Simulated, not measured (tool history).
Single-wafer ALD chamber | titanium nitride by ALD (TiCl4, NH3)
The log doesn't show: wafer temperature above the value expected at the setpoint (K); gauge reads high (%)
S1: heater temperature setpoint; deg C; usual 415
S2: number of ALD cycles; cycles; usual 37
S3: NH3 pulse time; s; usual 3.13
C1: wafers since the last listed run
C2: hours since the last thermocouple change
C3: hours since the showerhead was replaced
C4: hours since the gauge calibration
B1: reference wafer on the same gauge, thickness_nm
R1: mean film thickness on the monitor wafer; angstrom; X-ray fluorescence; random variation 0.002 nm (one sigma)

run 1 day=0.000 | S1=426 S2=32 S3=3.13 | C1=0 C2=246.8 C3=7012.3 C4=1573.0 | B1=0.919 | R1=6.95
run 2 day=4.279 | S1=415 S2=37 S3=3.77 | C1=571 C2=349.5 C3=7115.0 C4=1675.7 | B1=0.919 | R1=8.02
run 3 day=7.829 | S1=415 S2=37 S3=3.77 | C1=474 C2=434.7 C3=7200.2 C4=1760.9 | B1=0.918 | R1=8.02
run 4 day=17.283 | S1=420 S2=37 S3=3.13 | C1=1263 C2=661.6 C3=7427.1 C4=1987.8 | B1=0.919 | R1=8.03
run 5 day=19.042 | S1=420 S2=37 S3=3.13 | C1=234 C2=703.8 C3=7469.3 C4=2030.0 | B1=0.917 | R1=7.97
run 6 day=21.392 | S1=415 S2=37 S3=3.13 | C1=314 C2=760.2 C3=7525.7 C4=2086.4 | B1=0.918 | R1=8.01
run 7 day=23.138 | S1=415 S2=37 S3=3.13 | C1=233 C2=802.1 C3=7567.6 C4=2128.3 | B1=0.917 | R1=7.98
run 8 day=26.071 | S1=415 S2=37 S3=3.13 | C1=391 C2=872.5 C3=7638.0 C4=2198.7 | B1=0.917 | R1=7.98
run 9 day=30.379 | S1=422 S2=37 S3=3.13 | C1=575 C2=975.9 C3=7741.4 C4=2302.1 | B1=0.918 | R1=8.01
run 10 day=33.921 | S1=415 S2=37 S3=3.13 | C1=473 C2=1060.9 C3=7826.4 C4=2387.1 | B1=0.917 | R1=7.99
run 11 day=36.754 | S1=415 S2=37 S3=3.13 | C1=378 C2=1128.9 C3=7894.4 C4=2455.1 | B1=0.918 | R1=7.99
run 12 day=38.967 | S1=415 S2=37 S3=3.13 | C1=295 C2=1182.0 C3=7947.5 C4=2508.2 | B1=0.916 | R1=7.97
run 13 day=41.108 | S1=415 S2=37 S3=3.13 | C1=286 C2=1233.4 C3=7998.9 C4=2559.6 | B1=0.917 | R1=8.00
run 14 day=43.712 | S1=415 S2=37 S3=3.13 | C1=347 C2=1295.9 C3=8061.4 C4=2622.1 | B1=0.918 | R1=8.00
run 15 day=46.479 | S1=415 S2=37 S3=2.41 | C1=369 C2=1362.3 C3=8127.8 C4=2688.5 | B1=0.917 | R1=7.95
run 16 day=50.662 | S1=415 S2=37 S3=2.41 | C1=558 C2=1462.7 C3=8228.2 C4=2788.9 | B1=0.918 | R1=7.94
-- day=51.779 thermocouple changed; heater temperature recalibrated
-- day=52.979 showerhead replaced
run 17 day=53.000 | S1=415 S2=37 S3=2.41 | C1=223 C2=29.3 C3=0.5 C4=2845.0 | B1=0.918 | R1=7.92
run 18 day=55.262 | S1=415 S2=37 S3=3.13 | C1=302 C2=83.6 C3=54.8 C4=2899.3 | B1=0.917 | R1=7.97
run 19 day=59.358 | S1=404 S2=37 S3=3.13 | C1=547 C2=181.9 C3=153.1 C4=2997.6 | B1=0.918 | R1=7.96
run 20 day=62.062 | S1=424 S2=30 S3=2.08 | C1=361 C2=246.8 C3=218.0 C4=3062.5 | B1=0.916 | R1=6.42
run 21 day=66.312 | S1=415 S2=37 S3=3.13 | C1=567 C2=348.8 C3=320.0 C4=3164.5 | B1=0.917 | R1=8.01
run 22 day=69.038 | S1=403 S2=39 S3=2.31 | C1=364 C2=414.2 C3=385.4 C4=3229.9 | B1=0.916 | R1=8.32
run 23 day=71.938 | S1=415 S2=37 S3=3.13 | C1=387 C2=483.8 C3=455.0 C4=3299.5 | B1=0.917 | R1=7.97
-- day=72.150 gauge calibrated
run 24 day=74.658 | S1=415 S2=37 S3=2.42 | C1=363 C2=549.1 C3=520.3 C4=60.2 | B1=0.931 | R1=8.09
run 25 day=78.325 | S1=415 S2=37 S3=3.13 | C1=489 C2=637.1 C3=608.3 C4=148.2 | B1=0.931 | R1=8.11
run 26 day=79.933 | S1=427 S2=40 S3=4.03 | C1=214 C2=675.7 C3=646.9 C4=186.8 | B1=0.931 | R1=8.80
run 27 day=83.388 | S1=415 S2=40 S3=4.01 | C1=461 C2=758.6 C3=729.8 C4=269.7 | B1=0.930 | R1=8.80
run 28 day=86.804 | S1=415 S2=40 S3=3.13 | C1=456 C2=840.6 C3=811.8 C4=351.7 | B1=0.930 | R1=8.76
run 29 day=90.083 | S1=426 S2=40 S3=3.80 | C1=438 C2=919.3 C3=890.5 C4=430.4 | B1=0.928 | R1=8.78
run 30 day=91.754 | S1=425 S2=35 S3=4.14 | C1=223 C2=959.4 C3=930.6 C4=470.5 | B1=0.928 | R1=7.70
run 31 day=95.775 | S1=426 S2=32 S3=3.13 | C1=537 C2=1055.9 C3=1027.1 C4=567.0 | B1=0.927 | R1=6.97
run 32 day=97.962 | S1=420 S2=37 S3=3.13 | C1=292 C2=1108.4 C3=1079.6 C4=619.5 | B1=0.928 | R1=8.09
run 33 day=108.188 | S1=420 S2=37 S3=4.02 | C1=1366 C2=1353.8 C3=1325.0 C4=864.9 | B1=0.927 | R1=8.06
run 34 day=110.408 | S1=406 S2=34 S3=3.62 | C1=296 C2=1407.1 C3=1378.3 C4=918.2 | B1=0.924 | R1=7.43
run 35 day=112.838 | S1=415 S2=37 S3=2.46 | C1=324 C2=1465.4 C3=1436.6 C4=976.5 | B1=0.925 | R1=8.02
run 36 day=115.254 | S1=404 S2=43 S3=3.13 | C1=322 C2=1523.4 C3=1494.6 C4=1034.5 | B1=0.923 | R1=9.35
run 37 day=117.021 | S1=423 S2=41 S3=3.94 | C1=236 C2=1565.8 C3=1537.0 C4=1076.9 | B1=0.924 | R1=8.94
run 38 day=120.217 | S1=415 S2=43 S3=4.36 | C1=427 C2=1642.5 C3=1613.7 C4=1153.6 | B1=0.923 | R1=9.42

Run 39 comes next. What will it give?
run 39 day=123.488 | S1=402 S2=30 S3=3.13 | C1=437 C2=1721.0 C3=1692.2 C4=1232.1 | B1=? | R1=?

Run 39 gave B1 0.923, R1 6.51 angstrom.
Without the tool's hidden state the same run would have given R1 6.57 angstrom.

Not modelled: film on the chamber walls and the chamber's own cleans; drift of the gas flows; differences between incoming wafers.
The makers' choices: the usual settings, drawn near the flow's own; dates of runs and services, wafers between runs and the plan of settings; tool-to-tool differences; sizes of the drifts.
